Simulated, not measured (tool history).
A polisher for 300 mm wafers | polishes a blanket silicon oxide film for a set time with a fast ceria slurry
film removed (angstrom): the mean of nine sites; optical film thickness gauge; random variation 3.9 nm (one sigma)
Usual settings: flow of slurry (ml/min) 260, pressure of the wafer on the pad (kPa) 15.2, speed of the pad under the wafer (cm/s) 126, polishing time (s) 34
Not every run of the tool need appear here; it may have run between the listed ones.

run,hour,flow of slurry (ml/min),pressure of the wafer on the pad (kPa),speed of the pad under the wafer (cm/s),polishing time (s),wafers since the last listed run,wafers polished on this pad,hours since the slurry nozzle was cleaned,hours since the head pressure was calibrated,"incoming thickness of the incoming film, nm",film removed (angstrom)
1,0,195,15.2,126,34,0,1604,322.6,669.3,2220.3,4792
2,17.9,195,15.2,126,34,277,1882,340.5,687.2,2202.2,4826
3,37,195,15.2,126,34,296,2178,359.6,706.3,2216.4,4762
4,50.7,260,15.2,126,34,212,2391,373.3,720,2227.4,4888
# hour 56.2: worn pad replaced by a new one
5,65.3,260,15.2,126,34,164,141,387.9,734.6,2247,4941
6,81.7,325,15.2,96,34,254,396,404.3,751,2231.3,4371
# hour 119.9: slurry nozzle cleaned
7,135,325,15.2,96,34,810,1207,15.1,804.3,2242.2,4449
8,161.5,325,15.2,96,34,410,1618,41.6,830.8,2200,4568
9,183.2,260,15.2,126,34,336,1954,63.3,852.5,2211.9,5262
10,202.1,260,15.2,126,34,293,2247,82.2,871.4,2264.3,5259
# hour 212.4: worn pad replaced by a new one
11,216.5,260,15.2,126,34,161,63,96.6,885.8,2256.1,5229
12,235.1,260,15.2,126,34,288,352,115.2,904.4,2203.7,5188
# hour 254.9: head pressure recalibrated
13,255.4,260,15.2,126,34,283,635,135.5,0.5,2223.3,4689
14,273.7,260,15.2,126,34,283,919,153.8,18.8,2256.2,4682
15,294.4,260,15.2,126,34,320,1240,174.5,39.5,2259.2,4647
# hour 379.2: worn pad replaced by a new one
16,391.7,260,15.2,126,25,1446,193,271.8,136.8,2222.8,3432
17,409.2,325,19.3,108,34,271,464,289.3,154.3,2230,5554
18,446.4,260,15.2,126,46,576,1041,326.5,191.5,2197.2,6259
19,469.3,260,15.2,126,34,355,1396,349.4,214.4,2247.8,4650
20,498.6,335,17.9,102,46,454,1851,378.7,243.7,2250.9,6759
# hour 514.5: worn pad replaced by a new one
21,523.5,225,15.2,140,34,324,139,403.6,268.6,2225.9,4801
22,551,260,9.7,126,41,426,566,431.1,296.1,2240,3597
23,567.6,325,11.7,148,39,257,823,447.7,312.7,2210.9,4641
24,584,195,19.3,82,34,254,1077,464.1,329.1,2191,4400
25,608.9,260,11,126,45,386,1464,489,354,2232,4489
# hour 617.3: slurry nozzle cleaned
26,643.7,260,11,154,28,524,1988,26.4,388.8,2188.9,3322
# hour 661.5: worn pad replaced by a new one
27,662,260,15.2,126,34,221,7,44.7,407.1,2266.9,4992
28,677.5,260,9.7,114,34,240,247,60.2,422.6,2243.6,2908
29,691.7,260,11,126,45,220,467,74.4,436.8,2202.8,4730
30,716.9,260,20,126,34,390,858,99.6,462,2249.4,6502
31,741.3,260,15.2,126,27,378,1236,124,486.4,2248.9,3894
32,755.6,260,12.4,166,25,221,1458,138.3,500.7,2196.3,3474
33,781.5,260,15.2,126,34,401,1860,164.2,526.6,2237.1,4927

Run-by-run hidden state of the tool:
removal rate lost through wear of the pad, %: 0 at every run
H1: slurry flow missing at the pad, %
H2: deviation of the head's pressure from its setpoint, %
run,H1,H2
1,32,7.44
2,33.5,7.62
3,35.2,7.81
4,36.4,7.95
5,37.7,8.1
6,39.1,8.26
7,5.2,8.79
8,7.52,9.06
9,9.41,9.27
10,11.1,9.46
11,12.3,9.61
12,13.9,9.79
13,15.7,-0.834
14,17.3,-0.652
15,19.1,-0.445
16,27.6,0.527
17,29.2,0.702
18,32.4,1.07
19,34.4,1.3
20,37,1.59
21,39.2,1.84
22,41.6,2.12
23,43,2.28
24,44.4,2.45
25,46.6,2.7
26,3.64,3.04
27,5.24,3.23
28,6.59,3.38
29,7.84,3.52
30,10,3.78
31,12.2,4.02
32,13.4,4.16
33,15.7,4.42
